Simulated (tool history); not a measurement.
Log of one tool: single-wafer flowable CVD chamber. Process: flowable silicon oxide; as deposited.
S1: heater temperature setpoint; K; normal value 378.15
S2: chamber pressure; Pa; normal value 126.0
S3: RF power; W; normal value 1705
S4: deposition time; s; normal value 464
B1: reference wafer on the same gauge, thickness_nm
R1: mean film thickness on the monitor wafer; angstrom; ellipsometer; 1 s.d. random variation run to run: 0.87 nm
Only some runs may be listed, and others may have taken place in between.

{"run": 1, "day": 0.0, "S1": 378.15, "S2": 126.0, "S3": 1705, "S4": 464, "B1": 317.182, "R1": 2773.85}
{"run": 2, "day": 1.421, "S1": 378.15, "S2": 126.0, "S3": 1705, "S4": 464, "B1": 317.186, "R1": 2780.1}
{"run": 3, "day": 1.946, "S1": 378.15, "S2": 126.0, "S3": 1705, "S4": 464, "B1": 316.851, "R1": 2771.53}
{"run": 4, "day": 3.258, "S1": 378.15, "S2": 126.0, "S3": 1705, "S4": 464, "B1": 317.045, "R1": 2761.03}
{"run": 5, "day": 4.575, "S1": 378.15, "S2": 126.0, "S3": 1705, "S4": 464, "B1": 316.966, "R1": 2765.42}
{"run": 6, "day": 5.125, "S1": 378.15, "S2": 126.0, "S3": 1705, "S4": 464, "B1": 316.912, "R1": 2760.72}
{"run": 7, "day": 6.458, "S1": 378.15, "S2": 126.0, "S3": 1940, "S4": 513, "B1": 316.784, "R1": 3174.75}
{"run": 8, "day": 7.508, "S1": 378.15, "S2": 126.0, "S3": 1940, "S4": 513, "B1": 316.927, "R1": 3181.42}
{"day": 8.671, "done": "thermocouple changed; heater temperature recalibrated"}
{"run": 9, "day": 8.692, "S1": 378.15, "S2": 126.0, "S3": 1940, "S4": 513, "B1": 317.058, "R1": 3535.63}
{"day": 8.846, "done": "gauge calibrated"}
{"run": 10, "day": 9.425, "S1": 369.15, "S2": 126.0, "S3": 1570, "S4": 464, "B1": 317.152, "R1": 3857.25}
{"day": 10.7, "done": "capacitance manometer re-zeroed and calibrated"}
{"day": 10.912, "done": "showerhead replaced"}
{"run": 11, "day": 10.933, "S1": 369.15, "S2": 126.0, "S3": 1570, "S4": 464, "B1": 317.19, "R1": 3829.66}
{"run": 12, "day": 11.65, "S1": 389.15, "S2": 126.0, "S3": 1435, "S4": 427, "B1": 317.241, "R1": 1901.46}
{"day": 12.183, "done": "RF generator calibrated"}
{"run": 13, "day": 12.292, "S1": 373.15, "S2": 126.0, "S3": 1835, "S4": 552, "B1": 316.998, "R1": 4355.12}
{"run": 14, "day": 12.938, "S1": 378.15, "S2": 126.0, "S3": 1705, "S4": 464, "B1": 317.108, "R1": 3068.91}
{"run": 15, "day": 14.146, "S1": 378.15, "S2": 126.0, "S3": 1705, "S4": 464, "B1": 317.018, "R1": 3050.41}
{"run": 16, "day": 15.421, "S1": 365.15, "S2": 135.6, "S3": 1825, "S4": 464, "B1": 317.02, "R1": 4901.26}
{"run": 17, "day": 16.738, "S1": 378.15, "S2": 103.9, "S3": 1705, "S4": 508, "B1": 317.0, "R1": 2723.65}
{"run": 18, "day": 19.642, "S1": 378.15, "S2": 108.9, "S3": 1705, "S4": 464, "B1": 316.838, "R1": 2596.13}
{"run": 19, "day": 22.242, "S1": 378.15, "S2": 95.6, "S3": 1705, "S4": 464, "B1": 316.854, "R1": 2247.24}
{"run": 20, "day": 22.883, "S1": 378.15, "S2": 126.0, "S3": 1705, "S4": 464, "B1": 316.977, "R1": 2959.26}
{"run": 21, "day": 24.062, "S1": 367.15, "S2": 126.0, "S3": 1705, "S4": 538, "B1": 316.933, "R1": 4737.57}
{"run": 22, "day": 25.008, "S1": 378.15, "S2": 126.0, "S3": 1705, "S4": 464, "B1": 316.892, "R1": 2943.19}
{"run": 23, "day": 25.696, "S1": 388.15, "S2": 100.0, "S3": 1705, "S4": 464, "B1": 317.037, "R1": 1760.34}

5 ways to go on from here, each from the tool as it stands after run 23. What would each give?
{"run": "A", "day": 25.717, "S1": 378.15, "S2": 126.0, "S3": 1705, "S4": 464, "B1": "?", "R1": "?"}
{"run": "B", "day": 25.717, "S1": 378.15, "S2": 126.0, "S3": 1475, "S4": 464, "B1": "?", "R1": "?"}
{"run": "C", "day": 25.717, "S1": 378.15, "S2": 126.0, "S3": 1995, "S4": 492, "B1": "?", "R1": "?"}
{"run": "D", "day": 25.717, "S1": 386.15, "S2": 148.8, "S3": 1705, "S4": 464, "B1": "?", "R1": "?"}
{"run": "E", "day": 25.717, "S1": 378.15, "S2": 149.9, "S3": 1705, "S4": 464, "B1": "?", "R1": "?"}

run=A B1=316.789 R1=2937.17
run=B B1=316.789 R1=2774.84
run=C B1=316.789 R1=3261.98
run=D B1=316.789 R1=2760.56
run=E B1=316.789 R1=3484.92
With no hidden state in the tool, these same runs would have given:
run=A R1=3084.66
run=B R1=2923.47
run=C R1=3416.05
run=D R1=2892.50
run=E R1=3659.92
